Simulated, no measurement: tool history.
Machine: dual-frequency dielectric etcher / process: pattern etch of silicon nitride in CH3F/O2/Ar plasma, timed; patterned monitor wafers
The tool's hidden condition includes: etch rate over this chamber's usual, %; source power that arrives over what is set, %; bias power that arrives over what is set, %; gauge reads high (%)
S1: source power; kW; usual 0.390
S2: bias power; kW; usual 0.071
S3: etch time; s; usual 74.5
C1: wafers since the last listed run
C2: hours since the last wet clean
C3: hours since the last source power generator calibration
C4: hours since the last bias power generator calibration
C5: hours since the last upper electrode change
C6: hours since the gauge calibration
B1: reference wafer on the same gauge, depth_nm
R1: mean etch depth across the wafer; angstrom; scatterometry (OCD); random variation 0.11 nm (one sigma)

| run | hour | S1 | S2 | S3 | C1 | C2 | C3 | C4 | C5 | C6 | B1 | R1 |
|---|---|---|---|---|---|---|---|---|---|---|---|---|
| 1 | 0.0 | 0.390 | 0.071 | 85.5 | 0 | 162.3 | 2208.7 | 2346.4 | 1266.6 | 887.5 | 61.0 | 623 |
| 2 | 97.3 | 0.390 | 0.071 | 85.5 | 1339 | 259.6 | 2306.0 | 2443.7 | 1363.9 | 984.8 | 61.0 | 621 |
| 3 | 179.5 | 0.390 | 0.078 | 61.0 | 1131 | 341.8 | 2388.2 | 2525.9 | 1446.1 | 1067.0 | 61.0 | 459 |
|  | 206.9 | wet clean of the chamber |
| 4 | 282.8 | 0.430 | 0.071 | 74.5 | 1091 | 75.9 | 2491.5 | 2629.2 | 1549.4 | 1170.3 | 61.0 | 556 |
| 5 | 371.5 | 0.430 | 0.071 | 74.5 | 1221 | 164.6 | 2580.2 | 2717.9 | 1638.1 | 1259.0 | 61.0 | 555 |
|  | 661.3 | wet clean of the chamber |
| 6 | 675.4 | 0.430 | 0.071 | 74.5 | 3853 | 14.1 | 2884.1 | 3021.8 | 1942.0 | 1562.9 | 60.9 | 557 |
| 7 | 743.9 | 0.390 | 0.071 | 65.0 | 943 | 82.6 | 2952.6 | 3090.3 | 2010.5 | 1631.4 | 61.0 | 472 |
|  | 825.3 | bias power generator calibrated |
| 8 | 837.3 | 0.390 | 0.071 | 65.0 | 1230 | 176.0 | 3046.0 | 12.0 | 2103.9 | 1724.8 | 61.0 | 472 |
| 9 | 874.0 | 0.390 | 0.071 | 74.5 | 505 | 212.7 | 3082.7 | 48.7 | 2140.6 | 1761.5 | 61.0 | 540 |
|  | 975.5 | gauge calibrated |
| 10 | 1038.1 | 0.390 | 0.071 | 74.5 | 2259 | 376.8 | 3246.8 | 212.8 | 2304.7 | 62.6 | 61.0 | 537 |
|  | 1070.8 | wet clean of the chamber |
| 11 | 1104.5 | 0.460 | 0.071 | 74.5 | 583 | 33.7 | 3313.2 | 279.2 | 2371.1 | 129.0 | 61.0 | 567 |
|  | 1128.3 | source power generator calibrated |
| 12 | 1165.1 | 0.390 | 0.071 | 86.5 | 779 | 94.3 | 36.8 | 339.8 | 2431.7 | 189.6 | 61.0 | 629 |
| 13 | 1244.5 | 0.390 | 0.071 | 74.5 | 1093 | 173.7 | 116.2 | 419.2 | 2511.1 | 269.0 | 61.0 | 540 |
|  | 1344.0 | upper electrode replaced |
| 14 | 1344.5 | 0.470 | 0.071 | 60.5 | 1046 | 273.7 | 216.2 | 519.2 | 0.5 | 369.0 | 61.0 | 458 |
| 15 | 1380.2 | 0.390 | 0.066 | 64.0 | 491 | 309.4 | 251.9 | 554.9 | 36.2 | 404.7 | 61.0 | 448 |
| 16 | 1467.7 | 0.490 | 0.071 | 69.0 | 1204 | 396.9 | 339.4 | 642.4 | 123.7 | 492.2 | 61.1 | 526 |
|  | 1498.3 | wet clean of the chamber |
| 17 | 1573.7 | 0.290 | 0.056 | 94.0 | 1128 | 75.4 | 445.4 | 748.4 | 229.7 | 598.2 | 61.0 | 579 |
| 18 | 1675.5 | 0.390 | 0.088 | 94.0 | 1401 | 177.2 | 547.2 | 850.2 | 331.5 | 700.0 | 61.0 | 750 |
| 19 | 1771.1 | 0.390 | 0.071 | 74.5 | 1316 | 272.8 | 642.8 | 945.8 | 427.1 | 795.6 | 61.0 | 538 |
| 20 | 1815.8 | 0.310 | 0.071 | 74.5 | 615 | 317.5 | 687.5 | 990.5 | 471.8 | 840.3 | 61.0 | 512 |
| 21 | 1879.4 | 0.300 | 0.065 | 63.0 | 875 | 381.1 | 751.1 | 1054.1 | 535.4 | 903.9 | 61.0 | 412 |
|  | 1926.0 | wet clean of the chamber |
| 22 | 1955.6 | 0.480 | 0.057 | 74.5 | 718 | 29.6 | 827.3 | 1130.3 | 611.6 | 980.1 | 61.0 | 523 |

3 ways to go on from here, each from the tool as it stands after run 22. What would each give?
| A | 1956.0 | 0.390 | 0.071 | 80.5 | 5 | 30.0 | 827.7 | 1130.7 | 612.0 | 980.5 | ? | ? |
| B | 1956.0 | 0.360 | 0.078 | 87.0 | 5 | 30.0 | 827.7 | 1130.7 | 612.0 | 980.5 | ? | ? |
| C | 1956.0 | 0.290 | 0.063 | 65.0 | 5 | 30.0 | 827.7 | 1130.7 | 612.0 | 980.5 | ? | ? |

| run | B1 | R1 |
|---|---|---|
| A | 61.0 | 588 |
| B | 61.0 | 650 |
| C | 61.0 | 422 |
Had the tool no hidden state, the same runs would have come out as:
| run | R1 |
|---|---|
| A | 588 |
| B | 650 |
| C | 422 |
